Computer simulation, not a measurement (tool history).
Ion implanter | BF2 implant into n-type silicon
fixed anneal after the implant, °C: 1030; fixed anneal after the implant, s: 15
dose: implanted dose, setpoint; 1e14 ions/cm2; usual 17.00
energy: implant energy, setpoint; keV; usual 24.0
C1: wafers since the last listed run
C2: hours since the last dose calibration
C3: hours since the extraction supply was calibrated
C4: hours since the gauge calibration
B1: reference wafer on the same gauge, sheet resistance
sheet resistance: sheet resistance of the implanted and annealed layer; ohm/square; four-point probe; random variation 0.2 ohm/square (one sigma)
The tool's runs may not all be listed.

Run 1, hour 0.0: usual settings; C1 0; C2 2075.4; C3 2497.1; C4 282.9; B1 127.01. Result: sheet resistance 136.68 ohm/square.
Run 2, hour 72.5: usual settings; C1 936; C2 2147.9; C3 2569.6; C4 355.4; B1 126.98. Result: sheet resistance 136.81 ohm/square.
Run 3, hour 89.2: usual settings; C1 215; C2 2164.6; C3 2586.3; C4 372.1; B1 127.04. Result: sheet resistance 136.93 ohm/square.
Run 4, hour 108.8: usual settings; C1 253; C2 2184.2; C3 2605.9; C4 391.7; B1 126.98. Result: sheet resistance 137.00 ohm/square.
Run 5, hour 134.5: usual settings; C1 332; C2 2209.9; C3 2631.6; C4 417.4; B1 126.98. Result: sheet resistance 136.95 ohm/square.
Run 6, hour 170.1: usual settings; C1 460; C2 2245.5; C3 2667.2; C4 453.0; B1 126.99. Result: sheet resistance 136.78 ohm/square.
Run 7, hour 199.1: usual settings; C1 374; C2 2274.5; C3 2696.2; C4 482.0; B1 126.99. Result: sheet resistance 136.70 ohm/square.
Run 8, hour 228.1: usual settings but energy 22.0 keV; C1 374; C2 2303.5; C3 2725.2; C4 511.0; B1 126.96. Result: sheet resistance 142.06 ohm/square.
Run 9, hour 240.1: usual settings; C1 155; C2 2315.5; C3 2737.2; C4 523.0; B1 126.91. Result: sheet resistance 136.42 ohm/square.
At hour 266.2: Faraday cup replaced and dose calibrated.
Run 10, hour 268.3: usual settings; C1 261; C2 2.1; C3 2765.4; C4 551.2; B1 127.01. Result: sheet resistance 137.02 ohm/square.
Run 11, hour 299.8: usual settings; C1 407; C2 33.6; C3 2796.9; C4 582.7; B1 127.04. Result: sheet resistance 136.84 ohm/square.
Run 12, hour 322.4: usual settings; C1 292; C2 56.2; C3 2819.5; C4 605.3; B1 127.08. Result: sheet resistance 136.95 ohm/square.
Run 13, hour 358.2: usual settings; C1 462; C2 92.0; C3 2855.3; C4 641.1; B1 126.99. Result: sheet resistance 137.00 ohm/square.
Run 14, hour 456.1: usual settings; C1 1265; C2 189.9; C3 2953.2; C4 739.0; B1 127.03. Result: sheet resistance 136.91 ohm/square.
Run 15, hour 472.2: usual settings but dose 15.16 1e14 ions/cm2; C1 208; C2 206.0; C3 2969.3; C4 755.1; B1 127.01. Result: sheet resistance 139.58 ohm/square.
Run 16, hour 489.0: usual settings; C1 217; C2 222.8; C3 2986.1; C4 771.9; B1 126.99. Result: sheet resistance 137.36 ohm/square.
At hour 503.1: gauge calibrated.
Run 17, hour 513.3: usual settings but dose 12.28 1e14 ions/cm2, energy 17.0 keV; C1 314; C2 247.1; C3 3010.4; C4 10.2; B1 126.98. Result: sheet resistance 167.86 ohm/square.
Run 18, hour 526.1: usual settings but dose 13.47 1e14 ions/cm2, energy 20.5 keV; C1 165; C2 259.9; C3 3023.2; C4 23.0; B1 127.00. Result: sheet resistance 152.80 ohm/square.
Run 19, hour 557.5: usual settings but energy 28.5 keV; C1 405; C2 291.3; C3 3054.6; C4 54.4; B1 127.01. Result: sheet resistance 127.28 ohm/square.
Run 20, hour 576.1: usual settings but dose 12.52 1e14 ions/cm2, energy 19.5 keV; C1 240; C2 309.9; C3 3073.2; C4 73.0; B1 126.94. Result: sheet resistance 158.82 ohm/square.
At hour 599.3: extraction supply calibrated.
Run 21, hour 610.7: usual settings but dose 21.42 1e14 ions/cm2, energy 30.5 keV; C1 343; C2 344.5; C3 11.4; C4 107.6; B1 126.98. Result: sheet resistance 117.67 ohm/square.
Run 22, hour 674.4: usual settings but dose 20.93 1e14 ions/cm2, energy 18.5 keV; C1 823; C2 408.2; C3 75.1; C4 171.3; B1 126.99. Result: sheet resistance 146.03 ohm/square.
Run 23, hour 695.2: usual settings but dose 14.99 1e14 ions/cm2, energy 27.0 keV; C1 268; C2 429.0; C3 95.9; C4 192.1; B1 126.99. Result: sheet resistance 131.23 ohm/square.
Run 24, hour 708.7: usual settings; C1 174; C2 442.5; C3 109.4; C4 205.6; B1 127.00. Result: sheet resistance 134.74 ohm/square.
Run 25, hour 812.2: usual settings but dose 19.80 1e14 ions/cm2, energy 21.0 keV; C1 1337; C2 546.0; C3 212.9; C4 309.1; B1 126.97. Result: sheet resistance 140.15 ohm/square.
Run 26, hour 840.7: usual settings but dose 12.40 1e14 ions/cm2, energy 31.0 keV; C1 368; C2 574.5; C3 241.4; C4 337.6; B1 126.96. Result: sheet resistance 131.46 ohm/square.
Run 27, hour 852.9: usual settings; C1 157; C2 586.7; C3 253.6; C4 349.8; B1 127.01. Result: sheet resistance 135.10 ohm/square.
Run 28, hour 878.1: usual settings but dose 20.67 1e14 ions/cm2, energy 31.0 keV; C1 325; C2 611.9; C3 278.8; C4 375.0; B1 127.02. Result: sheet resistance 117.57 ohm/square.

Forecast each of these 4 alternatives for the next run:
Run A, hour 878.5: usual settings but energy 29.0 keV; C1 5; C2 612.3; C3 279.2; C4 375.4; B1 ?. Result: sheet resistance ?.
Run B, hour 878.5: usual settings but dose 18.65 1e14 ions/cm2, energy 16.5 keV; C1 5; C2 612.3; C3 279.2; C4 375.4; B1 ?. Result: sheet resistance ?.
Run C, hour 878.5: usual settings but dose 13.94 1e14 ions/cm2, energy 19.5 keV; C1 5; C2 612.3; C3 279.2; C4 375.4; B1 ?. Result: sheet resistance ?.
Run D, hour 878.5: usual settings but dose 21.85 1e14 ions/cm2, energy 15.5 keV; C1 5; C2 612.3; C3 279.2; C4 375.4; B1 ?. Result: sheet resistance ?.

run      B1  sheet resistance
  A  126.96            124.27
  B  126.96            154.45
  C  126.96            152.17
  D  126.96            155.72
Without the tool's hidden state the same runs would have given:
run  sheet resistance
  A            123.82
  B            153.98
  C            151.69
  D            155.26
